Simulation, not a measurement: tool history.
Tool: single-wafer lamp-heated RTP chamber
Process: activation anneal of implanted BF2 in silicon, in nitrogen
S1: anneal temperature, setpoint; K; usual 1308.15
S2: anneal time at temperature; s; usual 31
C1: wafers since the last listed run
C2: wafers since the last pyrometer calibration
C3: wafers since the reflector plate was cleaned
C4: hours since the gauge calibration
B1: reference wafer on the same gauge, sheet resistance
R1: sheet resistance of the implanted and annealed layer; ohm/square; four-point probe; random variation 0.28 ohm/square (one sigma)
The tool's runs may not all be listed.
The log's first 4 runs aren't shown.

run	hour	S1	S2	C1	C2	C3	C4	B1	R1
5	35.1	1308.15	36	209	1109	5111	216	112.04	114.68
6	42.4	1287.15	31	154	1264	5266	223.3	112	129.31
7	55.6	1308.15	31	279	1543	5545	236.5	111.99	117.16
8	67.3	1308.15	42	247	1790	5792	248.2	111.96	111.77
# hour 79.9: pyrometer window cleaned and pyrometer calibrated
9	84.6	1308.15	42	196	98	5989	265.5	111.99	111.86
10	96.2	1308.15	25	245	343	6234	277.1	111.96	119.29
11	107	1308.15	31	228	572	6463	287.9	112	116.31
12	122.5	1308.15	31	327	900	6791	303.4	112.02	115.95
13	136	1308.15	31	285	1185	7076	316.9	112.01	116.29
14	143.8	1308.15	31	164	1350	7241	324.7	111.99	115.76
15	151.5	1308.15	31	162	1513	7404	332.4	112	115.92
# hour 166.3: pyrometer window cleaned and pyrometer calibrated
16	166.8	1308.15	31	154	10	7558	347.7	112.04	114.93
# hour 174.8: reflector plate cleaned
17	182.5	1308.15	31	162	173	162	363.4	112.01	118.13
18	195.2	1308.15	31	268	442	430	376.1	111.99	117.66
19	204.3	1308.15	48	192	634	623	385.2	112	110.74
20	212.5	1297.15	25	173	808	796	393.4	111.98	126.91
21	228.2	1278.15	20	332	1140	1128	409.1	112.02	145.69

Forecast run 22:
22	245.8	1283.15	36	372	1512	1501	426.7	?	?

Run 22 gave B1 112.05, R1 131.21 ohm/square.
Without the tool's hidden state the same run would have given R1 132.17 ohm/square.
